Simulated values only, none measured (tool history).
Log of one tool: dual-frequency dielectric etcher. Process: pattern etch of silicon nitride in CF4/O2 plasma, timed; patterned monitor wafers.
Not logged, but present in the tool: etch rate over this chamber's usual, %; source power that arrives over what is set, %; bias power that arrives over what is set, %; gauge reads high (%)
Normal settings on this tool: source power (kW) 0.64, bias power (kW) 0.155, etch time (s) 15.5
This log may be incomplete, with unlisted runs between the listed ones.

run,hour,source power (kW),bias power (kW),etch time (s),wafers since the last listed run,hours since the last wet clean,hours since the last source power generator calibration,hours since the last bias power generator calibration,hours since the last upper electrode change,hours since the gauge calibration,"read-back reference wafer on the same gauge, depth_nm",mean etch depth across the wafer (angstrom)
1,0,0.64,0.131,15.5,0,106.4,4242.1,3101,5512.7,107,40.89,369.2
2,26.8,0.64,0.131,15.5,265,133.2,4268.9,3127.8,5539.5,133.8,40.89,370.9
3,40.1,0.64,0.155,15.5,131,146.5,4282.2,3141.1,5552.8,147.1,40.9,391.8
4,72.4,0.64,0.155,15.5,320,178.8,4314.5,3173.4,5585.1,179.4,40.89,392.8
# hour 90.7: gauge calibrated
5,108.2,0.64,0.155,15.5,354,214.6,4350.3,3209.2,5620.9,17.5,40.9,394
6,129.5,0.57,0.155,15.5,211,235.9,4371.6,3230.5,5642.2,38.8,40.9,349.2
# hour 141: source power generator calibrated
7,150.1,0.57,0.155,15.5,164,256.5,9.1,3251.1,5662.8,59.4,40.89,332.5
8,177.6,0.57,0.155,15.5,272,284,36.6,3278.6,5690.3,86.9,40.89,331.9
# hour 182.6: bias power generator calibrated
# hour 205.2: upper electrode replaced
9,208.7,0.64,0.155,15.5,44,315.1,67.7,26.1,3.5,118,40.88,375.8
10,237,0.55,0.126,19,280,343.4,96,54.4,31.8,146.3,40.89,367.5
11,268.3,0.64,0.155,15.5,310,374.7,127.3,85.7,63.1,177.6,40.88,377.2
# hour 295.2: gauge calibrated
# hour 296.3: wet clean of the chamber
12,296.6,0.52,0.155,18,42,0.3,155.6,114,91.4,1.4,40.89,343.4
13,321.2,0.55,0.155,15.5,243,24.9,180.2,138.6,116,26,40.92,313.6
14,333.2,0.5,0.155,18,118,36.9,192.2,150.6,128,38,40.92,330.3
15,364.4,0.64,0.155,15.5,309,68.1,223.4,181.8,159.2,69.2,40.88,369.4
16,388.3,0.64,0.132,17,236,92,247.3,205.7,183.1,93.1,40.91,384.4
17,401.9,0.78,0.126,19,134,105.6,260.9,219.3,196.7,106.7,40.89,518.8
18,437.4,0.74,0.117,18,351,141.1,296.4,254.8,232.2,142.2,40.9,456.1

3 ways to go on from here, each from the tool as it stands after run 18. What would each give?
A,437.8,0.69,0.155,15.5,3,141.5,296.8,255.2,232.6,142.6,?,?
B,437.8,0.56,0.155,18,3,141.5,296.8,255.2,232.6,142.6,?,?
C,437.8,0.64,0.19,12,3,141.5,296.8,255.2,232.6,142.6,?,?

run,"read-back reference wafer on the same gauge, depth_nm",mean etch depth across the wafer (angstrom)
A,40.93,401
B,40.93,374.4
C,40.93,308.5
Had the tool no hidden state, the same runs would have come out as:
run,mean etch depth across the wafer (angstrom)
A,400.6
B,374
C,308.2
